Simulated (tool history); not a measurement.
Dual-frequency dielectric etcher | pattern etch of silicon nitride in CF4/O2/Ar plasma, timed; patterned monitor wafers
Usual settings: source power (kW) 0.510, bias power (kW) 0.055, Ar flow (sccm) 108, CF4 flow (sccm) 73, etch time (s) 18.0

run,hour,source power (kW),bias power (kW),Ar flow (sccm),CF4 flow (sccm),etch time (s),wafers since the last listed run,hours since the last wet clean,hours since the last source power generator calibration,hours since the last bias power generator calibration,hours since the last Ar flow controller change,hours since the last CF4 flow controller change,hours since the last upper electrode change,hours since the gauge calibration,"read-back reference wafer on the same gauge, depth_nm",mean etch depth across the wafer (angstrom)
1,0.0,0.510,0.055,108,73,18.0,0,325.2,139.4,67.8,4622.2,204.8,4059.7,981.1,35.83,346.0
# hour 31.6: upper electrode replaced
2,32.1,0.440,0.050,122,73,16.0,130,357.3,171.5,99.9,4654.3,236.9,0.5,1013.2,35.76,251.5
3,40.2,0.510,0.055,133,73,18.0,130,365.4,179.6,108.0,4662.4,245.0,8.6,1021.3,35.78,334.8
4,61.9,0.510,0.055,108,73,18.0,350,387.1,201.3,129.7,4684.1,266.7,30.3,1043.0,35.83,355.7
5,96.7,0.510,0.055,115,73,18.0,561,421.9,236.1,164.5,4718.9,301.5,65.1,1077.8,35.80,353.0
6,126.3,0.510,0.055,98,73,15.5,477,451.5,265.7,194.1,4748.5,331.1,94.7,1107.4,35.76,311.5
7,140.5,0.510,0.050,82,78,18.0,229,465.7,279.9,208.3,4762.7,345.3,108.9,1121.6,35.83,368.2
# hour 169.4: Ar flow controller replaced
8,169.9,0.510,0.055,130,73,23.0,377,495.1,309.3,237.7,0.5,374.7,138.3,1151.0,35.80,440.7
# hour 195.6: wet clean of the chamber
9,202.8,0.620,0.055,131,73,18.0,143,7.2,342.2,270.6,33.4,407.6,171.2,1183.9,35.81,393.6
# hour 233.2: gauge calibrated
10,250.0,0.510,0.055,108,73,18.0,761,54.4,389.4,317.8,80.6,454.8,218.4,16.8,35.74,338.7
11,273.0,0.510,0.055,108,65,15.0,371,77.4,412.4,340.8,103.6,477.8,241.4,39.8,35.82,277.6
12,288.1,0.510,0.055,108,73,18.0,243,92.5,427.5,355.9,118.7,492.9,256.5,54.9,35.80,336.2
13,313.1,0.620,0.062,108,68,16.0,403,117.5,452.5,380.9,143.7,517.9,281.5,79.9,35.79,376.0
14,332.2,0.580,0.055,130,60,23.5,308,136.6,471.6,400.0,162.8,537.0,300.6,99.0,35.78,475.6
15,363.2,0.510,0.055,108,73,18.0,500,167.6,502.6,431.0,193.8,568.0,331.6,130.0,35.79,337.4
16,385.8,0.440,0.055,95,73,18.0,364,190.2,525.2,453.6,216.4,590.6,354.2,152.6,35.75,303.4

Run 17 comes next. What will it give?
17,403.0,0.600,0.067,108,63,18.0,277,207.4,542.4,470.8,233.6,607.8,371.4,169.8,?,?

read-back reference wafer on the same gauge, depth_nm: 35.78
mean etch depth across the wafer (angstrom): 425.3
Without the tool's hidden state the same run would have given mean etch depth across the wafer (angstrom) 415.2.

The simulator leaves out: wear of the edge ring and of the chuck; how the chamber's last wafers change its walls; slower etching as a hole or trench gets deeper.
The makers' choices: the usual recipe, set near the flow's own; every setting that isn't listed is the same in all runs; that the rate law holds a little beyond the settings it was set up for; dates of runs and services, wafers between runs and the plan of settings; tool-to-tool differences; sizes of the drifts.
